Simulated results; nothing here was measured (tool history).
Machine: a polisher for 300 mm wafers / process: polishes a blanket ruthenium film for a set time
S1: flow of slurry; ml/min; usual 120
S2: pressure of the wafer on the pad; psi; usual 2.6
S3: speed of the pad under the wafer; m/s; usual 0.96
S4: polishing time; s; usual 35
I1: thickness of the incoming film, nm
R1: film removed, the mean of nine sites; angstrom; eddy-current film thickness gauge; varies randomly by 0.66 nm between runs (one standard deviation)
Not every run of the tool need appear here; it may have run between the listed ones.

Run 1, hour 0.0: usual settings; I1 450.4. Result: R1 472 angstrom.
Run 2, hour 16.5: usual settings; I1 458.1. Result: R1 479 angstrom.
Run 3, hour 38.8: usual settings but S1 135 ml/min, S2 1.9 psi; I1 452.2. Result: R1 348 angstrom.
Run 4, hour 57.8: usual settings but S1 135 ml/min, S2 1.9 psi; I1 444.9. Result: R1 336 angstrom.
At hour 72.5: slurry nozzle cleaned.
At hour 80.1: worn pad replaced by a new one.
Run 5, hour 80.6: usual settings but S3 0.86 m/s; I1 448.4. Result: R1 431 angstrom.
Run 6, hour 104.6: usual settings but S2 1.9 psi, S4 44 s; I1 446.9. Result: R1 448 angstrom.
Run 7, hour 139.1: usual settings but S2 1.9 psi, S4 44 s; I1 453.9. Result: R1 434 angstrom.
Run 8, hour 170.1: usual settings but S2 3.1 psi; I1 459.4. Result: R1 566 angstrom.
Run 9, hour 182.9: usual settings but S2 3.1 psi; I1 445.1. Result: R1 560 angstrom.
Run 10, hour 203.2: usual settings but S2 3.1 psi; I1 444.8. Result: R1 548 angstrom.
Run 11, hour 233.0: usual settings but S2 3.0 psi, S3 1.16 m/s; I1 452.2. Result: R1 622 angstrom.
At hour 239.1: worn pad replaced by a new one.
Run 12, hour 261.6: usual settings but S4 26 s; I1 445.5. Result: R1 318 angstrom.
Run 13, hour 286.3: usual settings but S4 26 s; I1 452.8. Result: R1 308 angstrom.
Run 14, hour 303.8: usual settings but S4 26 s; I1 450.3. Result: R1 309 angstrom.
Run 15, hour 335.1: usual settings but S4 30 s; I1 449.6. Result: R1 351 angstrom.
Run 16, hour 351.2: usual settings but S4 30 s; I1 445.0. Result: R1 353 angstrom.
At hour 362.8: worn pad replaced by a new one, repeated, since the last time left the tool worse.
Run 17, hour 377.0: usual settings; I1 454.3. Result: R1 473 angstrom.
Run 18, hour 400.0: usual settings but S1 100 ml/min, S2 3.1 psi, S4 24 s; I1 446.6. Result: R1 372 angstrom.
Run 19, hour 426.6: usual settings; I1 448.9. Result: R1 476 angstrom.
Run 20, hour 449.1: usual settings but S1 140 ml/min, S2 3.0 psi, S4 28 s; I1 443.7. Result: R1 446 angstrom.
Run 21, hour 472.5: usual settings but S1 135 ml/min, S2 1.8 psi, S4 24 s; I1 456.2. Result: R1 227 angstrom.
At hour 494.5: head pressure recalibrated.
Run 22, hour 495.0: usual settings; I1 451.5. Result: R1 472 angstrom.
At hour 501.8: slurry nozzle cleaned.
Run 23, hour 520.8: usual settings but S2 1.7 psi; I1 456.9. Result: R1 293 angstrom.
At hour 554.1: worn pad replaced by a new one.
Run 24, hour 554.6: usual settings; I1 449.8. Result: R1 492 angstrom.
Run 25, hour 570.9: usual settings but S1 130 ml/min, S2 3.2 psi, S4 46 s; I1 452.7. Result: R1 795 angstrom.
Run 26, hour 595.6: usual settings; I1 451.0. Result: R1 485 angstrom.
Run 27, hour 631.2: usual settings but S2 3.3 psi, S4 45 s; I1 449.9. Result: R1 784 angstrom.
Run 28, hour 659.4: usual settings but S1 140 ml/min; I1 453.8. Result: R1 483 angstrom.
At hour 705.1: worn pad replaced by a new one.
Run 29, hour 753.7: usual settings but S2 3.0 psi; I1 441.9. Result: R1 549 angstrom.
Run 30, hour 787.9: usual settings; I1 452.5. Result: R1 482 angstrom.
Run 31, hour 821.0: usual settings; I1 451.1. Result: R1 474 angstrom.
Run 32, hour 834.9: usual settings but S3 1.08 m/s, S4 40 s; I1 446.6. Result: R1 596 angstrom.

Alternative continuations, all from the tool just after run 32; predict every row:
Run A, hour 835.3: usual settings but S2 3.4 psi; I1 458.5. Result: R1 ?.
Run B, hour 835.3: usual settings but S4 38 s; I1 458.5. Result: R1 ?.
Run C, hour 835.3: usual settings but S1 160 ml/min, S2 3.0 psi, S3 0.82 m/s; I1 458.5. Result: R1 ?.
Run D, hour 835.3: usual settings but S3 0.86 m/s, S4 43 s; I1 458.5. Result: R1 ?.
Run E, hour 835.3: usual settings but S2 3.5 psi, S3 1.06 m/s, S4 45 s; I1 458.5. Result: R1 ?.

run   R1
  A  596
  B  494
  C  476
  D  501
  E  870
Had the tool no hidden state, the same runs would have come out as:
run   R1
  A  621
  B  516
  C  496
  D  523
  E  908

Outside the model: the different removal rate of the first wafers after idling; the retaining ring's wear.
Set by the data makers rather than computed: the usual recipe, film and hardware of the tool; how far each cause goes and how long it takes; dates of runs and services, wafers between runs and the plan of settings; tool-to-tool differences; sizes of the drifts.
